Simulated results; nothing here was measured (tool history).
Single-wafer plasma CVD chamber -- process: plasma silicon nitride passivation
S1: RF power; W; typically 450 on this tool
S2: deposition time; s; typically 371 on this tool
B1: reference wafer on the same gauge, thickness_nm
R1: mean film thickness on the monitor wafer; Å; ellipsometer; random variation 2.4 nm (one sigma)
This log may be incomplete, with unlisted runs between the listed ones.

run,day,S1,S2,B1,R1
1,0.000,430,395,447.560,5452.95
2,1.179,430,395,449.187,5428.00
3,9.838,405,371,449.775,5085.02
4,12.821,405,371,448.162,5017.80
5,15.212,450,371,448.762,5201.05
6,16.433,450,371,448.625,5154.55
# day 18.229: gauge calibrated
7,19.417,450,371,448.431,5219.90
# day 21.000: showerhead replaced
# day 21.638: RF generator calibrated
8,21.658,450,371,448.142,5189.93
9,24.179,450,347,449.432,4869.09
10,26.271,450,371,448.671,5206.89
11,29.188,490,420,448.330,6061.99
12,31.738,525,330,448.219,4854.45
13,33.229,510,440,448.843,6392.69
14,34.838,450,371,449.073,5198.04
15,37.638,450,371,449.101,5238.86
16,39.129,395,351,448.947,4705.47
17,40.838,390,305,449.407,4116.40
18,43.267,390,433,449.120,5836.35

Forecast each of these 4 alternatives for the next run:
A,43.288,450,371,?,?
B,43.288,500,440,?,?
C,43.288,450,336,?,?
D,43.288,450,345,?,?

run,B1,R1
A,449.477,5168.98
B,449.477,6323.21
C,449.477,4681.34
D,449.477,4806.73
Without the tool's hidden state the same runs would have given:
run,R1
A,5168.98
B,6323.21
C,4681.34
D,4806.73
